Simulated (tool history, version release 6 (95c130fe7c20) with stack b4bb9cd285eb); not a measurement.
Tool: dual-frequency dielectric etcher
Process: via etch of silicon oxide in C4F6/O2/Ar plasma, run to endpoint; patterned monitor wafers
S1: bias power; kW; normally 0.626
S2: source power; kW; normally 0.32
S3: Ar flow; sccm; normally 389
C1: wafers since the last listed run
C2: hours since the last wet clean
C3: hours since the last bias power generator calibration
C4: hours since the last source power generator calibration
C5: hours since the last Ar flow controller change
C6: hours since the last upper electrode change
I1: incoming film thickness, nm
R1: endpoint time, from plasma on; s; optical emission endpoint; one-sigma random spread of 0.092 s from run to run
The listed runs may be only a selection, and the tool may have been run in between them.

{"run": 1, "hour": 0.0, "S1": 0.626, "S2": 0.32, "S3": 389, "C1": 0, "C2": 30.4, "C3": 3679.1, "C4": 3909.9, "C5": 1945.9, "C6": 5001.6, "I1": 88.7, "R1": 19.6}
{"run": 2, "hour": 15.5, "S1": 0.626, "S2": 0.32, "S3": 335, "C1": 276, "C2": 45.9, "C3": 3694.6, "C4": 3925.4, "C5": 1961.4, "C6": 5017.1, "I1": 90.1, "R1": 19.5}
{"run": 3, "hour": 92.3, "S1": 0.626, "S2": 0.32, "S3": 335, "C1": 1369, "C2": 122.7, "C3": 3771.4, "C4": 4002.2, "C5": 2038.2, "C6": 5093.9, "I1": 89.6, "R1": 19.4}
{"run": 4, "hour": 109.5, "S1": 0.626, "S2": 0.32, "S3": 335, "C1": 306, "C2": 139.9, "C3": 3788.6, "C4": 4019.4, "C5": 2055.4, "C6": 5111.1, "I1": 89.1, "R1": 19.3}
{"run": 5, "hour": 129.7, "S1": 0.626, "S2": 0.32, "S3": 424, "C1": 360, "C2": 160.1, "C3": 3808.8, "C4": 4039.6, "C5": 2075.6, "C6": 5131.3, "I1": 89.3, "R1": 19.9}
{"run": 6, "hour": 201.3, "S1": 0.626, "S2": 0.32, "S3": 424, "C1": 1276, "C2": 231.7, "C3": 3880.4, "C4": 4111.2, "C5": 2147.2, "C6": 5202.9, "I1": 89.7, "R1": 19.9}
{"run": 7, "hour": 213.5, "S1": 0.626, "S2": 0.32, "S3": 389, "C1": 217, "C2": 243.9, "C3": 3892.6, "C4": 4123.4, "C5": 2159.4, "C6": 5215.1, "I1": 89.2, "R1": 19.7}
{"hour": 222.6, "done": "Ar flow controller replaced"}
{"run": 8, "hour": 239.2, "S1": 0.626, "S2": 0.32, "S3": 389, "C1": 351, "C2": 269.6, "C3": 3918.3, "C4": 4149.1, "C5": 16.6, "C6": 5240.8, "I1": 89.4, "R1": 19.9}
{"run": 9, "hour": 253.5, "S1": 0.626, "S2": 0.32, "S3": 389, "C1": 255, "C2": 283.9, "C3": 3932.6, "C4": 4163.4, "C5": 30.9, "C6": 5255.1, "I1": 90.2, "R1": 19.9}
{"hour": 292.6, "done": "upper electrode replaced"}
{"run": 10, "hour": 293.1, "S1": 0.532, "S2": 0.29, "S3": 414, "C1": 278, "C2": 323.5, "C3": 3972.2, "C4": 4203, "C5": 70.5, "C6": 0.5, "I1": 89.1, "R1": 21.8}
{"run": 11, "hour": 304.4, "S1": 0.75, "S2": 0.28, "S3": 484, "C1": 201, "C2": 334.8, "C3": 3983.5, "C4": 4214.3, "C5": 81.8, "C6": 11.8, "I1": 89.1, "R1": 19.7}
{"hour": 323.2, "done": "bias power generator calibrated"}
{"run": 12, "hour": 334.1, "S1": 0.626, "S2": 0.24, "S3": 343, "C1": 458, "C2": 364.5, "C3": 10.9, "C4": 4244, "C5": 111.5, "C6": 41.5, "I1": 90.4, "R1": 22}
{"hour": 366.9, "done": "wet clean of the chamber"}
{"run": 13, "hour": 367.4, "S1": 0.675, "S2": 0.28, "S3": 324, "C1": 165, "C2": 0.5, "C3": 44.2, "C4": 4277.3, "C5": 144.8, "C6": 74.8, "I1": 89.9, "R1": 19.6}
{"run": 14, "hour": 382.5, "S1": 0.626, "S2": 0.32, "S3": 389, "C1": 269, "C2": 15.6, "C3": 59.3, "C4": 4292.4, "C5": 159.9, "C6": 89.9, "I1": 89.7, "R1": 19.9}
{"run": 15, "hour": 403.3, "S1": 0.626, "S2": 0.32, "S3": 389, "C1": 370, "C2": 36.4, "C3": 80.1, "C4": 4313.2, "C5": 180.7, "C6": 110.7, "I1": 89.5, "R1": 19.8}
{"hour": 426.9, "done": "source power generator calibrated"}
{"run": 16, "hour": 427.4, "S1": 0.677, "S2": 0.26, "S3": 389, "C1": 358, "C2": 60.5, "C3": 104.2, "C4": 0.5, "C5": 204.8, "C6": 134.8, "I1": 88.6, "R1": 20.5}
{"run": 17, "hour": 437.0, "S1": 0.626, "S2": 0.32, "S3": 389, "C1": 171, "C2": 70.1, "C3": 113.8, "C4": 10.1, "C5": 214.4, "C6": 144.4, "I1": 90, "R1": 19.9}
{"run": 18, "hour": 461.6, "S1": 0.626, "S2": 0.32, "S3": 389, "C1": 438, "C2": 94.7, "C3": 138.4, "C4": 34.7, "C5": 239, "C6": 169, "I1": 89.9, "R1": 19.9}
{"run": 19, "hour": 489.2, "S1": 0.626, "S2": 0.3, "S3": 481, "C1": 492, "C2": 122.3, "C3": 166, "C4": 62.3, "C5": 266.6, "C6": 196.6, "I1": 89.3, "R1": 20.8}
{"run": 20, "hour": 518.8, "S1": 0.775, "S2": 0.26, "S3": 389, "C1": 527, "C2": 151.9, "C3": 195.6, "C4": 91.9, "C5": 296.2, "C6": 226.2, "I1": 88.7, "R1": 19.3}
{"run": 21, "hour": 546.1, "S1": 0.766, "S2": 0.28, "S3": 479, "C1": 486, "C2": 179.2, "C3": 222.9, "C4": 119.2, "C5": 323.5, "C6": 253.5, "I1": 88.8, "R1": 19.5}
{"run": 22, "hour": 567.3, "S1": 0.626, "S2": 0.32, "S3": 389, "C1": 378, "C2": 200.4, "C3": 244.1, "C4": 140.4, "C5": 344.7, "C6": 274.7, "I1": 89.2, "R1": 19.9}
{"run": 23, "hour": 590.0, "S1": 0.672, "S2": 0.28, "S3": 435, "C1": 404, "C2": 223.1, "C3": 266.8, "C4": 163.1, "C5": 367.4, "C6": 297.4, "I1": 90, "R1": 20.8}
{"run": 24, "hour": 608.4, "S1": 0.626, "S2": 0.32, "S3": 416, "C1": 328, "C2": 241.5, "C3": 285.2, "C4": 181.5, "C5": 385.8, "C6": 315.8, "I1": 89.4, "R1": 20}
{"run": 25, "hour": 636.1, "S1": 0.626, "S2": 0.37, "S3": 435, "C1": 494, "C2": 269.2, "C3": 312.9, "C4": 209.2, "C5": 413.5, "C6": 343.5, "I1": 90, "R1": 19.3}
{"run": 26, "hour": 650.9, "S1": 0.734, "S2": 0.3, "S3": 299, "C1": 263, "C2": 284, "C3": 327.7, "C4": 224, "C5": 428.3, "C6": 358.3, "I1": 90.3, "R1": 18.7}
{"run": 27, "hour": 683.1, "S1": 0.626, "S2": 0.3, "S3": 481, "C1": 574, "C2": 316.2, "C3": 359.9, "C4": 256.2, "C5": 460.5, "C6": 390.5, "I1": 89.7, "R1": 20.8}
{"run": 28, "hour": 695.8, "S1": 0.626, "S2": 0.29, "S3": 389, "C1": 226, "C2": 328.9, "C3": 372.6, "C4": 268.9, "C5": 473.2, "C6": 403.2, "I1": 88.9, "R1": 20.4}
{"run": 29, "hour": 729.8, "S1": 0.517, "S2": 0.37, "S3": 427, "C1": 606, "C2": 362.9, "C3": 406.6, "C4": 302.9, "C5": 507.2, "C6": 437.2, "I1": 88.7, "R1": 20.1}

Below are 4 alternative next runs, each starting from the tool's condition after run 29. Predict each:
{"run": "A", "hour": 730.2, "S1": 0.626, "S2": 0.32, "S3": 389, "C1": 7, "C2": 363.3, "C3": 407, "C4": 303.3, "C5": 507.6, "C6": 437.6, "I1": 89.6, "R1": "?"}
{"run": "B", "hour": 730.2, "S1": 0.693, "S2": 0.37, "S3": 434, "C1": 7, "C2": 363.3, "C3": 407, "C4": 303.3, "C5": 507.6, "C6": 437.6, "I1": 89.6, "R1": "?"}
{"run": "C", "hour": 730.2, "S1": 0.626, "S2": 0.32, "S3": 470, "C1": 7, "C2": 363.3, "C3": 407, "C4": 303.3, "C5": 507.6, "C6": 437.6, "I1": 89.6, "R1": "?"}
{"run": "D", "hour": 730.2, "S1": 0.744, "S2": 0.37, "S3": 296, "C1": 7, "C2": 363.3, "C3": 407, "C4": 303.3, "C5": 507.6, "C6": 437.6, "I1": 89.6, "R1": "?"}

run=A R1=19.7
run=B R1=18.2
run=C R1=20.2
run=D R1=16.8
The same runs, with their run-to-run variation unchanged, on a tool lacking any hidden condition would have given:
run=A R1=19.7
run=B R1=18.2
run=C R1=20.2
run=D R1=16.8

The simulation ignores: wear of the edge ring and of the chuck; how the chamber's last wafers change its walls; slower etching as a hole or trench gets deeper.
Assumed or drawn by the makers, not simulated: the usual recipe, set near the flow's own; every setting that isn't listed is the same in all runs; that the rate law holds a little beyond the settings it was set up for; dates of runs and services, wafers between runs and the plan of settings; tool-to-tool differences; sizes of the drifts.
